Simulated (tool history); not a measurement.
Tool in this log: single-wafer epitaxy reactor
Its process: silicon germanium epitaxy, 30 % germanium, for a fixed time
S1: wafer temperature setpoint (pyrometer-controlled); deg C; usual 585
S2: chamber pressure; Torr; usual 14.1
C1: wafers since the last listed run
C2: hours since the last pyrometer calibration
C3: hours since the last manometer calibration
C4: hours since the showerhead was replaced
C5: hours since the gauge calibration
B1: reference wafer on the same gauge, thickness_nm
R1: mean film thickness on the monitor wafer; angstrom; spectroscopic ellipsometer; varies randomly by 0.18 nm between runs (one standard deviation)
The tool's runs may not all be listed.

run	hour	S1	S2	C1	C2	C3	C4	C5	B1	R1
1	0	585	14.1	0	1171.2	1294.9	3502.9	450.9	48.473	406.98
2	64.5	585	16.6	1464	1235.7	1359.4	3567.4	515.4	48.547	431.86
3	112.7	585	12.1	1094	1283.9	1407.6	3615.6	563.6	48.54	392.61
4	145.6	585	12.1	747	1316.8	1440.5	3648.5	596.5	48.5	392.61
5	185.1	596	14.1	897	1356.3	1480	3688	636	48.481	487.97
6	228.6	585	14.1	988	1399.8	1523.5	3731.5	679.5	48.529	407.43
7	281.4	585	14.1	1199	1452.6	1576.3	3784.3	732.3	48.522	410.17
8	330.5	585	14.1	1115	1501.7	1625.4	3833.4	781.4	48.52	406.92
9	360.1	585	14.1	672	1531.3	1655	3863	811	48.538	406.39
10	387.3	585	14.1	617	1558.5	1682.2	3890.2	838.2	48.508	411.5
11	420.6	585	14.1	756	1591.8	1715.5	3923.5	871.5	48.463	410.34
12	491.4	585	14.1	1608	1662.6	1786.3	3994.3	942.3	48.483	413.88
13	541.2	575	14.1	1131	1712.4	1836.1	4044.1	992.1	48.526	348.16
14	608.9	585	11.2	1537	1780.1	1903.8	4111.8	1059.8	48.49	382.39
15	635.2	579	17.6	597	1806.4	1930.1	4138.1	1086.1	48.538	396.74
# hour 656.7: pyrometer calibrated
16	677.1	585	15.6	769	20.4	1972	4180	1128	48.501	422.95
17	718.1	573	12.8	931	61.4	2013	4221	1169	48.462	324.12
18	786.8	592	12.3	1560	130.1	2081.7	4289.7	1237.7	48.537	440.48
# hour 835.2: capacitance manometer re-zeroed and calibrated
19	837.1	597	16.1	960	180.4	1.9	4340	1288	48.5	513.21
# hour 841.5: gauge calibrated
20	887.6	585	12.1	1146	230.9	52.4	4390.5	46.1	48.495	386.93
21	946.2	580	11.5	1330	289.5	111	4449.1	104.7	48.505	350.57
# hour 955.5: showerhead replaced, of another model than before
22	1003.4	572	11.3	1117	346.7	168.2	47.9	161.9	48.511	287.94
23	1069.4	574	17	1499	412.7	234.2	113.9	227.9	48.477	366.11
24	1126.2	595	11.2	1290	469.5	291	170.7	284.7	48.503	424.32
25	1196.5	585	11	1596	539.8	361.3	241	355	48.502	358.88
26	1251.9	596	12.5	1258	595.2	416.7	296.4	410.4	48.469	455.55
27	1320	590	15.9	1546	663.3	484.8	364.5	478.5	48.544	467.13
28	1387.6	585	14.1	1535	730.9	552.4	432.1	546.1	48.484	403.41
29	1441.4	585	14.1	1221	784.7	606.2	485.9	599.9	48.47	407.18
30	1492.1	585	15.9	1151	835.4	656.9	536.6	650.6	48.509	430.33
31	1685.1	578	16.5	4383	1028.4	849.9	729.6	843.6	48.494	388.55
32	1739.4	585	15.1	1233	1082.7	904.2	783.9	897.9	48.478	418.02
33	1790.3	585	14.1	1156	1133.6	955.1	834.8	948.8	48.499	401.34
34	1850.9	580	11.5	1376	1194.2	1015.7	895.4	1009.4	48.491	339.92

Some steps in R1 between neighbouring runs. How much of each would the tool show without its hidden state too (settings, what came in, random variation), and how much is left for the hidden state, with any gauge scatter that isn't in both results?
Hidden conditions of the tool in this case: wafer temperature above the value expected at the setpoint (K); true pressure above the setpoint (%); gauge reads high (%).
Run 16 -> 17: S1 585 -> 573, S2 15.6 -> 12.8. R1 -98.83 angstrom: hidden state -0.83, all else -98.
Run 17 -> 18: S1 573 -> 592, S2 12.8 -> 12.3. R1 +116.36 angstrom: hidden state +1.68, all else +114.68.
Run 18 -> 19: S1 592 -> 597, S2 12.3 -> 16.1, capacitance manometer re-zeroed and calibrated. R1 +72.73 angstrom: hidden state -7.77, all else +80.5.
Run 19 -> 20: S1 597 -> 585, S2 16.1 -> 12.1, gauge calibrated. R1 -126.28 angstrom: hidden state +0.64, all else -126.92.
Run 30 -> 31: S1 585 -> 578, S2 15.9 -> 16.5. R1 -41.78 angstrom: hidden state +0.94, all else -42.72.

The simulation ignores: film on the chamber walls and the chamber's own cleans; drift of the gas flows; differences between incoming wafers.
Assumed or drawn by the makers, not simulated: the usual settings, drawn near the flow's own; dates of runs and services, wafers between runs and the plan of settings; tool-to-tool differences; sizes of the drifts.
